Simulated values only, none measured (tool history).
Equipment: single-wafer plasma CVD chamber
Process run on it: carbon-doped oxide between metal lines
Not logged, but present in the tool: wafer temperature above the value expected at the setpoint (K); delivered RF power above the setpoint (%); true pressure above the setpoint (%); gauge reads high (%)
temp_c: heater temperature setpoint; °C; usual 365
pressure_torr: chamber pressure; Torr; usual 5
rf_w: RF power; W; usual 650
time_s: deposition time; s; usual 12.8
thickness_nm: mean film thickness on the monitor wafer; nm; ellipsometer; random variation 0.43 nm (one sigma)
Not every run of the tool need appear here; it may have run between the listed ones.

| run | day | temp_c | pressure_torr | rf_w | time_s | wafers since the last listed run | hours since the last thermocouple change | hours since the last RF generator calibration | hours since the last manometer calibration | hours since the showerhead was replaced | hours since the gauge calibration | read-back reference wafer on the same gauge, thickness_nm | thickness_nm |
|---|---|---|---|---|---|---|---|---|---|---|---|---|---|
| 1 | 0 | 365 | 5 | 650 | 14.7 | 0 | 489.5 | 733.7 | 1240.8 | 3120.6 | 85.4 | 72.975 | 82.726 |
| 2 | 1.283 | 365 | 5 | 650 | 14.7 | 778 | 520.3 | 764.5 | 1271.6 | 3151.4 | 116.2 | 72.79 | 82.161 |
| 3 | 3.571 | 365 | 5 | 650 | 14.7 | 1386 | 575.2 | 819.4 | 1326.5 | 3206.3 | 171.1 | 72.93 | 81.829 |
| 4 | 6.367 | 358 | 5.65 | 650 | 12.8 | 1695 | 642.3 | 886.5 | 1393.6 | 3273.4 | 238.2 | 72.89 | 74.285 |
| 5 | 8.6 | 358 | 5.65 | 650 | 12.8 | 1354 | 695.9 | 940.1 | 1447.2 | 3327 | 291.8 | 72.879 | 74.356 |
| 6 | 10.725 | 358 | 5.65 | 650 | 12.8 | 1288 | 746.9 | 991.1 | 1498.2 | 3378 | 342.8 | 72.921 | 74.029 |
| 7 | 11.779 | 371 | 5 | 650 | 14.1 | 639 | 772.2 | 1016.4 | 1523.5 | 3403.3 | 368.1 | 72.949 | 76.873 |
| 8 | 13.788 | 362 | 5 | 650 | 12.8 | 1217 | 820.4 | 1064.6 | 1571.7 | 3451.5 | 416.3 | 72.856 | 70.952 |
|  | 14.588 | showerhead replaced |
| 9 | 16.521 | 362 | 5 | 650 | 12.8 | 1455 | 886 | 1130.2 | 1637.3 | 46.4 | 481.9 | 72.866 | 70.524 |
| 10 | 19.229 | 365 | 5 | 650 | 13.6 | 1642 | 951 | 1195.2 | 1702.3 | 111.4 | 546.9 | 72.887 | 74.776 |
| 11 | 21.775 | 365 | 5 | 650 | 10.5 | 1543 | 1012.1 | 1256.3 | 1763.4 | 172.5 | 608 | 72.946 | 57.385 |
| 12 | 23.554 | 365 | 5 | 650 | 12.8 | 1078 | 1054.8 | 1299 | 1806.1 | 215.2 | 650.7 | 72.892 | 68.597 |
| 13 | 27.304 | 365 | 5.61 | 650 | 12.8 | 2273 | 1144.8 | 1389 | 1896.1 | 305.2 | 740.7 | 72.914 | 70.549 |
|  | 28.504 | gauge calibrated |
|  | 28.583 | capacitance manometer re-zeroed and calibrated |
|  | 29.142 | thermocouple changed; heater temperature recalibrated |
| 14 | 29.575 | 365 | 5 | 750 | 12.8 | 972 | 10.4 | 1443.5 | 23.8 | 359.7 | 25.7 | 72.914 | 78.208 |
|  | 32.596 | RF generator calibrated |
| 15 | 32.617 | 365 | 5 | 650 | 12.8 | 1642 | 83.4 | 0.5 | 96.8 | 432.7 | 98.7 | 72.917 | 73.589 |
| 16 | 35.3 | 373 | 6.12 | 650 | 12.8 | 1626 | 147.8 | 64.9 | 161.2 | 497.1 | 163.1 | 72.866 | 75.393 |
| 17 | 36.721 | 365 | 5.77 | 650 | 12.8 | 861 | 181.9 | 99 | 195.3 | 531.2 | 197.2 | 72.942 | 76.14 |
| 18 | 38.483 | 365 | 5.87 | 650 | 12.8 | 1068 | 224.2 | 141.3 | 237.6 | 573.5 | 239.5 | 72.918 | 75.364 |
| 19 | 40.267 | 365 | 5.37 | 775 | 10.3 | 1081 | 267 | 184.1 | 280.4 | 616.3 | 282.3 | 72.911 | 70.412 |
| 20 | 41.692 | 351 | 5 | 650 | 12.8 | 863 | 301.2 | 218.3 | 314.6 | 650.5 | 316.5 | 72.846 | 76.915 |

Branching from run 20: 4 alternative next runs. What would each branch give?
| A | 41.708 | 365 | 5.64 | 650 | 12.8 | 10 | 301.6 | 218.7 | 315 | 650.9 | 316.9 | ? | ? |
| B | 41.708 | 365 | 5 | 650 | 12 | 10 | 301.6 | 218.7 | 315 | 650.9 | 316.9 | ? | ? |
| C | 41.708 | 378 | 5 | 550 | 12.8 | 10 | 301.6 | 218.7 | 315 | 650.9 | 316.9 | ? | ? |
| D | 41.708 | 365 | 5.93 | 650 | 14.4 | 10 | 301.6 | 218.7 | 315 | 650.9 | 316.9 | ? | ? |

| run | read-back reference wafer on the same gauge, thickness_nm | thickness_nm |
|---|---|---|
| A | 72.88 | 74.401 |
| B | 72.88 | 68.198 |
| C | 72.88 | 59.064 |
| D | 72.88 | 84.184 |
Stripped of hidden state, with their random variation kept, the same runs would have yielded:
| run | thickness_nm |
|---|---|
| A | 74.706 |
| B | 68.478 |
| C | 59.318 |
| D | 84.529 |
